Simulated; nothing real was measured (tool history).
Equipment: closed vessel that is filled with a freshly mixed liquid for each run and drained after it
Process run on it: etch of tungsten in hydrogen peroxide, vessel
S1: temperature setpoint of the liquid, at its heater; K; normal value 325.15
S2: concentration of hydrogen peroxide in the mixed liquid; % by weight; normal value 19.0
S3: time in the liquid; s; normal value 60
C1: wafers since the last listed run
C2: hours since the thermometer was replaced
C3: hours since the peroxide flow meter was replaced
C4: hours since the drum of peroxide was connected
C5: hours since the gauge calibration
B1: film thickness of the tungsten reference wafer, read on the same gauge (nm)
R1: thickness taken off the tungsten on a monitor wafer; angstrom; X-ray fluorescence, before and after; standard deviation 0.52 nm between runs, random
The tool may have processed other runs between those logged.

Run 1, hour 0.0: usual settings; C1 0; C2 241.4; C3 86.4; C4 292.5; C5 2473.5; B1 139.99. Result: R1 569.5 angstrom.
Run 2, hour 60.5: usual settings; C1 6549; C2 301.9; C3 146.9; C4 353.0; C5 2534.0; B1 139.95. Result: R1 582.2 angstrom.
Run 3, hour 161.4: usual settings but S3 45 s; C1 10922; C2 402.8; C3 247.8; C4 453.9; C5 2634.9; B1 140.00. Result: R1 433.6 angstrom.
Run 4, hour 240.2: usual settings but S3 45 s; C1 8530; C2 481.6; C3 326.6; C4 532.7; C5 2713.7; B1 139.97. Result: R1 433.3 angstrom.
Run 5, hour 301.0: usual settings but S3 45 s; C1 6581; C2 542.4; C3 387.4; C4 593.5; C5 2774.5; B1 140.02. Result: R1 437.1 angstrom.
Run 6, hour 354.4: usual settings; C1 5780; C2 595.8; C3 440.8; C4 646.9; C5 2827.9; B1 140.00. Result: R1 581.9 angstrom.
At hour 384.5: new drum of peroxide connected.
Run 7, hour 398.8: usual settings; C1 4698; C2 640.2; C3 485.2; C4 14.3; C5 2872.3; B1 140.02. Result: R1 590.7 angstrom.
Run 8, hour 496.0: usual settings but S1 330.15 K, S3 40 s; C1 10521; C2 737.4; C3 582.4; C4 111.5; C5 2969.5; B1 139.99. Result: R1 526.6 angstrom.
Run 9, hour 554.9: usual settings but S3 70 s; C1 6375; C2 796.3; C3 641.3; C4 170.4; C5 3028.4; B1 139.99. Result: R1 676.4 angstrom.
At hour 572.4: thermometer replaced.
At hour 629.0: gauge calibrated.
Run 10, hour 655.7: usual settings but S1 320.65 K, S3 85 s; C1 10803; C2 83.3; C3 742.1; C4 271.2; C5 26.7; B1 140.03. Result: R1 629.5 angstrom.
Run 11, hour 748.3: usual settings; C1 10023; C2 175.9; C3 834.7; C4 363.8; C5 119.3; B1 140.01. Result: R1 594.8 angstrom.
Run 12, hour 825.8: usual settings but S2 24.0 % by weight; C1 8389; C2 253.4; C3 912.2; C4 441.3; C5 196.8; B1 139.99. Result: R1 657.5 angstrom.
Run 13, hour 902.4: usual settings but S2 23.0 % by weight, S3 40 s; C1 8291; C2 330.0; C3 988.8; C4 517.9; C5 273.4; B1 139.97. Result: R1 439.6 angstrom.
Run 14, hour 954.6: usual settings but S1 321.65 K, S3 85 s; C1 5650; C2 382.2; C3 1041.0; C4 570.1; C5 325.6; B1 140.00. Result: R1 675.5 angstrom.
Run 15, hour 1028.2: usual settings; C1 7967; C2 455.8; C3 1114.6; C4 643.7; C5 399.2; B1 140.00. Result: R1 595.5 angstrom.
At hour 1085.2: new drum of peroxide connected.
Run 16, hour 1106.0: usual settings but S3 90 s; C1 8313; C2 533.6; C3 1192.4; C4 20.8; C5 477.0; B1 139.97. Result: R1 887.4 angstrom.
Run 17, hour 1202.7: usual settings but S2 15.5 % by weight; C1 10467; C2 630.3; C3 1289.1; C4 117.5; C5 573.7; B1 139.99. Result: R1 547.1 angstrom.
At hour 1231.9: thermometer replaced.
Run 18, hour 1307.1: usual settings but S1 321.15 K, S2 21.0 % by weight, S3 95 s; C1 11193; C2 75.2; C3 1393.5; C4 221.9; C5 678.1; B1 140.02. Result: R1 791.0 angstrom.
At hour 1374.6: peroxide flow meter replaced.
Run 19, hour 1397.8: usual settings but S1 317.65 K, S2 16.0 % by weight; C1 9710; C2 165.9; C3 23.2; C4 312.6; C5 768.8; B1 139.99. Result: R1 325.1 angstrom.
Run 20, hour 1435.6: usual settings but S1 321.15 K, S3 75 s; C1 4091; C2 203.7; C3 61.0; C4 350.4; C5 806.6; B1 139.98. Result: R1 557.5 angstrom.
Run 21, hour 1542.2: usual settings but S1 333.65 K, S2 23.5 % by weight, S3 95 s; C1 11539; C2 310.3; C3 167.6; C4 457.0; C5 913.2; B1 140.03. Result: R1 1667.0 angstrom.
Run 22, hour 1600.3: usual settings but S2 15.0 % by weight; C1 6289; C2 368.4; C3 225.7; C4 515.1; C5 971.3; B1 140.02. Result: R1 508.4 angstrom.
Run 23, hour 1673.1: usual settings; C1 7880; C2 441.2; C3 298.5; C4 587.9; C5 1044.1; B1 140.01. Result: R1 580.3 angstrom.
At hour 1684.2: new drum of peroxide connected.
Run 24, hour 1715.1: usual settings; C1 4438; C2 483.2; C3 340.5; C4 30.9; C5 1086.1; B1 139.96. Result: R1 570.6 angstrom.
Run 25, hour 1817.0: usual settings but S3 35 s; C1 11030; C2 585.1; C3 442.4; C4 132.8; C5 1188.0; B1 139.98. Result: R1 343.6 angstrom.
Run 26, hour 1866.3: usual settings; C1 5336; C2 634.4; C3 491.7; C4 182.1; C5 1237.3; B1 140.00. Result: R1 583.3 angstrom.
Run 27, hour 1905.2: usual settings; C1 4210; C2 673.3; C3 530.6; C4 221.0; C5 1276.2; B1 139.98. Result: R1 589.3 angstrom.
Run 28, hour 1956.9: usual settings but S1 317.65 K, S2 20.5 % by weight, S3 80 s; C1 5596; C2 725.0; C3 582.3; C4 272.7; C5 1327.9; B1 139.98. Result: R1 504.2 angstrom.
At hour 1975.4: thermometer replaced.
Run 29, hour 2042.4: usual settings but S1 318.65 K, S2 15.0 % by weight, S3 90 s; C1 9147; C2 67.0; C3 667.8; C4 358.2; C5 1413.4; B1 140.00. Result: R1 526.1 angstrom.
Run 30, hour 2100.7: usual settings but S2 17.0 % by weight; C1 6310; C2 125.3; C3 726.1; C4 416.5; C5 1471.7; B1 140.02. Result: R1 564.2 angstrom.

Exercise: give the hidden state of the tool at every run:
liquid colder than its thermometer reads (K): 0 on each run
peroxide weaker than its label (%): 0 on each run
gauge reads high (%): 0 on each run
H1: peroxide flow above the setpoint (%)
run     H1
  1   1.89
  2   2.46
  3    3.4
  4   4.14
  5   4.71
  6   5.21
  7   5.63
  8   6.54
  9    7.1
 10   8.04
 11   8.91
 12   9.64
 13   10.4
 14   10.8
 15   11.5
 16   12.3
 17   13.2
 18   14.2
 19  0.483
 20  0.837
 21   1.84
 22   2.38
 23   3.07
 24   3.46
 25   4.42
 26   4.88
 27   5.24
 28   5.73
 29   6.53
 30   7.08
